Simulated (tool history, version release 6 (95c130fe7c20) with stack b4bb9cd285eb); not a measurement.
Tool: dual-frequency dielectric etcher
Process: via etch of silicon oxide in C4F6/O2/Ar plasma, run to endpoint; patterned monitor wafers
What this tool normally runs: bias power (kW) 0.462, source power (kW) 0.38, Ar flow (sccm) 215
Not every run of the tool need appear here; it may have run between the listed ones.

run    hour  bias power (kW)  source power (kW)  Ar flow (sccm)  incoming incoming film thickness, nm  endpoint time (s)
  1       0            0.462               0.38             215                                  77.5               19.1
       30.3  -- wet clean of the chamber
  2      49            0.462               0.38             215                                  76.8               18.3
  3    91.7            0.462               0.38             215                                  77.1               18.7
  4   123.6            0.427               0.38             215                                  76.6               19.1
  5   154.1            0.427               0.38             215                                    76               19.3
  6     223            0.427               0.38             215                                  76.1               19.3
  7   247.5            0.462               0.38             179                                  76.5               18.3
  8   284.3            0.462               0.38             179                                  76.5               18.4
      431.4  -- wet clean of the chamber
  9   448.6            0.462               0.38             215                                  77.1               18.7
 10   487.3            0.462               0.38             215                                  76.1               18.4
      574.2  -- upper electrode replaced
 11   574.7            0.462               0.38             198                                  76.4               18.4
 12   605.7            0.392               0.44             215                                  76.9               19.4
 13   650.3            0.392               0.44             215                                  76.2               19.3
      660.3  -- Ar flow controller replaced
      702.5  -- source power generator calibrated
 14     785            0.392               0.44             215                                  77.1               19.9
 15   846.2            0.574               0.47             243                                  76.2                 16
      887.4  -- wet clean of the chamber
 16     909            0.462               0.38             215                                  76.8               18.6
 17     962            0.462               0.38             215                                  76.4               18.6
 18  1002.7            0.399               0.38             215                                  76.1               20.1
 19  1044.7            0.494               0.28             164                                  76.9               20.1
 20  1109.3            0.462               0.38             215                                    77                 19
 21  1171.1            0.462               0.32             170                                  76.7               19.9
     1196.9  -- bias power generator calibrated
 22    1214            0.383               0.46             180                                  75.9                 19

Run 23 is up next; what results do you expect?
 23  1272.4            0.462               0.38             215                                  76.4                  ?

Run 23 gave endpoint time (s) 19.4.
Had the tool carried no hidden state, the very same run would have given endpoint time (s) 18.3.
